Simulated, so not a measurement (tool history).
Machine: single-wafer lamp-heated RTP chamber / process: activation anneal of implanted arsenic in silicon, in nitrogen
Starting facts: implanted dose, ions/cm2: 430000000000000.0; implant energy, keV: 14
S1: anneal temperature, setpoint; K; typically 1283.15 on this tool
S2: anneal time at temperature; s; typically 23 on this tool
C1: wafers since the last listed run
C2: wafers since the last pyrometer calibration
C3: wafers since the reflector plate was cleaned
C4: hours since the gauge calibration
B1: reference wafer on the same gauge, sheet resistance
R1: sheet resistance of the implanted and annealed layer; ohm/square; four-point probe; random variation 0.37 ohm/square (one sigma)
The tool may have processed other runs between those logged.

run 1 hour=0.0 | S1=1283.15 S2=23 | C1=0 C2=5721 C3=4561 C4=269.5 | B1=230.92 | R1=241.29
run 2 hour=13.8 | S1=1283.15 S2=23 | C1=149 C2=5871 C3=4711 C4=283.3 | B1=231.02 | R1=241.76
run 3 hour=23.3 | S1=1283.15 S2=23 | C1=103 C2=5974 C3=4814 C4=292.8 | B1=230.89 | R1=241.33
run 4 hour=31.8 | S1=1283.15 S2=23 | C1=92 C2=6067 C3=4906 C4=301.3 | B1=230.89 | R1=241.83
run 5 hour=47.7 | S1=1283.15 S2=23 | C1=172 C2=6239 C3=5079 C4=317.2 | B1=231.05 | R1=241.74
run 6 hour=62.9 | S1=1283.15 S2=23 | C1=165 C2=6405 C3=5244 C4=332.4 | B1=231.01 | R1=241.23
run 7 hour=73.0 | S1=1283.15 S2=23 | C1=109 C2=6514 C3=5354 C4=342.5 | B1=230.98 | R1=241.57
run 8 hour=84.0 | S1=1276.15 S2=23 | C1=119 C2=6634 C3=5474 C4=353.5 | B1=230.95 | R1=243.33
run 9 hour=95.1 | S1=1283.15 S2=20 | C1=120 C2=6755 C3=5594 C4=364.6 | B1=231.02 | R1=242.16
run 10 hour=110.2 | S1=1283.15 S2=20 | C1=164 C2=6919 C3=5758 C4=379.7 | B1=231.00 | R1=242.69
run 11 hour=117.8 | S1=1283.15 S2=20 | C1=82 C2=7001 C3=5841 C4=387.3 | B1=231.11 | R1=242.77
run 12 hour=131.8 | S1=1300.15 S2=16 | C1=152 C2=7153 C3=5993 C4=401.3 | B1=230.90 | R1=241.74
-- hour=134.2 gauge calibrated
run 13 hour=146.2 | S1=1300.15 S2=16 | C1=156 C2=7310 C3=6150 C4=12.0 | B1=231.06 | R1=241.24
run 14 hour=158.8 | S1=1300.15 S2=16 | C1=136 C2=7447 C3=6287 C4=24.6 | B1=230.95 | R1=241.11
run 15 hour=167.0 | S1=1306.15 S2=23 | C1=89 C2=7536 C3=6376 C4=32.8 | B1=231.08 | R1=236.37
run 16 hour=182.3 | S1=1306.15 S2=23 | C1=166 C2=7702 C3=6542 C4=48.1 | B1=230.99 | R1=235.66
run 17 hour=196.7 | S1=1272.15 S2=23 | C1=156 C2=7859 C3=6698 C4=62.5 | B1=231.08 | R1=243.75
-- hour=209.2 pyrometer window cleaned and pyrometer calibrated
run 18 hour=209.6 | S1=1301.15 S2=23 | C1=53 C2=4 C3=6752 C4=75.4 | B1=231.04 | R1=239.90
run 19 hour=224.0 | S1=1265.15 S2=36 | C1=156 C2=161 C3=6908 C4=89.8 | B1=230.98 | R1=243.19
run 20 hour=231.2 | S1=1264.15 S2=27 | C1=78 C2=239 C3=6986 C4=97.0 | B1=231.13 | R1=244.51
run 21 hour=242.0 | S1=1283.15 S2=23 | C1=117 C2=356 C3=7104 C4=107.8 | B1=231.07 | R1=242.59
run 22 hour=253.3 | S1=1283.15 S2=23 | C1=122 C2=479 C3=7227 C4=119.1 | B1=230.98 | R1=243.22
run 23 hour=265.4 | S1=1258.15 S2=23 | C1=131 C2=610 C3=7358 C4=131.2 | B1=230.83 | R1=247.53
run 24 hour=280.7 | S1=1297.15 S2=23 | C1=166 C2=777 C3=7524 C4=146.5 | B1=231.14 | R1=240.14
run 25 hour=292.9 | S1=1283.15 S2=23 | C1=132 C2=909 C3=7657 C4=158.7 | B1=231.01 | R1=242.61
run 26 hour=303.9 | S1=1265.15 S2=33 | C1=119 C2=1029 C3=7777 C4=169.7 | B1=231.09 | R1=242.82
run 27 hour=319.6 | S1=1293.15 S2=23 | C1=170 C2=1199 C3=7947 C4=185.4 | B1=231.09 | R1=240.53
run 28 hour=334.0 | S1=1283.15 S2=23 | C1=156 C2=1356 C3=8104 C4=199.8 | B1=231.17 | R1=242.40
-- hour=350.3 reflector plate cleaned
run 29 hour=363.9 | S1=1265.15 S2=33 | C1=238 C2=1594 C3=147 C4=229.7 | B1=230.96 | R1=242.15
run 30 hour=374.8 | S1=1283.15 S2=19 | C1=118 C2=1712 C3=265 C4=240.6 | B1=230.89 | R1=244.23
run 31 hour=383.0 | S1=1273.15 S2=30 | C1=89 C2=1802 C3=355 C4=248.8 | B1=231.16 | R1=241.69
run 32 hour=394.1 | S1=1283.15 S2=23 | C1=120 C2=1922 C3=475 C4=259.9 | B1=230.93 | R1=242.60
run 33 hour=409.9 | S1=1259.15 S2=28 | C1=171 C2=2094 C3=647 C4=275.7 | B1=230.99 | R1=244.38
run 34 hour=426.4 | S1=1263.15 S2=23 | C1=179 C2=2273 C3=826 C4=292.2 | B1=231.23 | R1=245.47
run 35 hour=441.0 | S1=1265.15 S2=33 | C1=158 C2=2432 C3=985 C4=306.8 | B1=230.94 | R1=242.64
run 36 hour=458.9 | S1=1268.15 S2=9 | C1=194 C2=2626 C3=1179 C4=324.7 | B1=231.05 | R1=250.64
run 37 hour=465.2 | S1=1309.15 S2=30 | C1=68 C2=2695 C3=1248 C4=331.0 | B1=230.88 | R1=232.55

Some steps in R1, run to run, broken into two amounts with sign: the step expected even without the hidden condition (settings, incoming material, random variation), and the rest, left for the hidden condition together with whatever gauge scatter is not in both the measured and the hidden-condition-free result:
What the log doesn't record here: true wafer temperature minus pyrometer reading, K; wafer temperature error from the tarnished reflector plate, K; gauge reads high (%).
Run 16 -> 17: S1 1306.15 -> 1272.15. R1 +8.09 ohm/square: hidden state +1.17, all else +6.92.
Run 17 -> 18: S1 1272.15 -> 1301.15, pyrometer window cleaned and pyrometer calibrated. R1 -3.85 ohm/square: hidden state +1.57, all else -5.42.
Run 35 -> 36: S1 1265.15 -> 1268.15, S2 33 -> 9. R1 +8.00 ohm/square: hidden state +0.69, all else +7.31.
Run 36 -> 37: S1 1268.15 -> 1309.15, S2 9 -> 30. R1 -18.09 ohm/square: hidden state -1.82, all else -16.27.
